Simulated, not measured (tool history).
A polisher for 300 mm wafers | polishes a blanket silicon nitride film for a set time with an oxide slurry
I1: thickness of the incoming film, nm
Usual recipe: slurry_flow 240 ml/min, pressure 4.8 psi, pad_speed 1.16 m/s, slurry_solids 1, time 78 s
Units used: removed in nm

Run 1, day 0: usual settings but slurry_solids 0.9; I1 524.5. Result: removed 67.6 nm.
Run 2, day 1.229: usual settings but slurry_solids 0.9; I1 522.9. Result: removed 64.7 nm.
Run 3, day 2.329: usual settings; I1 522.1. Result: removed 70 nm.
At day 3.142: worn pad replaced by a new one.
Run 4, day 3.229: usual settings; I1 527.8. Result: removed 72.3 nm.
Run 5, day 4.354: usual settings; I1 518.6. Result: removed 72.5 nm.
Run 6, day 5.4: usual settings; I1 511.9. Result: removed 70.6 nm.
Run 7, day 6.55: usual settings; I1 515.4. Result: removed 69.9 nm.
Run 8, day 7.754: usual settings; I1 521.4. Result: removed 69.2 nm.
Run 9, day 8.421: usual settings; I1 515.7. Result: removed 67.3 nm.
At day 8.954: worn pad replaced by a new one.
Run 10, day 9.025: usual settings; I1 525.2. Result: removed 70 nm.
Run 11, day 9.754: usual settings; I1 531.4. Result: removed 69.2 nm.
Run 12, day 10.379: usual settings; I1 528.9. Result: removed 68.9 nm.
Run 13, day 11.171: usual settings but slurry_flow 185 ml/min, pad_speed 0.8 m/s, time 53 s; I1 510. Result: removed 33.8 nm.
Run 14, day 14.992: usual settings but pad_speed 1.48 m/s, time 58 s; I1 519. Result: removed 59.1 nm.
At day 15.821: slurry nozzle cleaned.
At day 16.246: worn pad replaced by a new one.
Run 15, day 16.267: usual settings; I1 522.4. Result: removed 69.4 nm.
At day 17.458: slurry blender recalibrated.
Run 16, day 17.562: usual settings but pressure 4.2 psi, slurry_solids 0.8, time 59 s; I1 528.3. Result: removed 42.4 nm.
At day 18.679: conditioning disc replaced and pad reconditioned.
Run 17, day 18.7: usual settings but slurry_flow 325 ml/min, pad_speed 0.78 m/s, time 71 s; I1 519.5. Result: removed 50.1 nm.
At day 19.312: head pressure recalibrated.
Run 18, day 19.362: usual settings but slurry_flow 300 ml/min; I1 518.6. Result: removed 74.1 nm.
Run 19, day 20.1: usual settings but pressure 6.1 psi, pad_speed 1.06 m/s, slurry_solids 1.3; I1 519.3. Result: removed 94.4 nm.
Run 20, day 20.817: usual settings; I1 515. Result: removed 70.6 nm.
Run 21, day 22.229: usual settings but pressure 3.6 psi, slurry_solids 1.2; I1 528.8. Result: removed 62.5 nm.
At day 23.3: worn pad replaced by a new one.
Run 22, day 23.704: usual settings but slurry_flow 295 ml/min, pressure 4.1 psi, time 68 s; I1 513.2. Result: removed 55.8 nm.
Run 23, day 24.454: usual settings; I1 514.9. Result: removed 70.6 nm.
Run 24, day 25.167: usual settings but slurry_flow 200 ml/min, pressure 3.2 psi, pad_speed 0.98 m/s, slurry_solids 1.15; I1 521.9. Result: removed 49.2 nm.
Run 25, day 25.925: usual settings but time 101 s; I1 526.3. Result: removed 90.2 nm.

Same runs, no hidden state in the tool, same run-to-run variation:
What the log doesn't record here: removal rate lost through wear of the pad, %; slurry flow missing at the pad, %; deviation of the head's pressure from its setpoint, %; abrasive missing from the slurry, %; time polished since the conditioner stopped cutting, s.
run  removed
  1       70
  2       69
  3     76.6
  4     75.4
  5     76.3
  6     75.2
  7     75.7
  8     76.5
  9     75.5
 10     75.9
 11     75.2
 12     75.2
 13     37.2
 14     68.9
 15     76.2
 16     43.2
 17     51.9
 18     77.7
 19     99.8
 20     76.4
 21     69.4
 22     59.4
 23     75.7
 24     52.7
 25     98.2
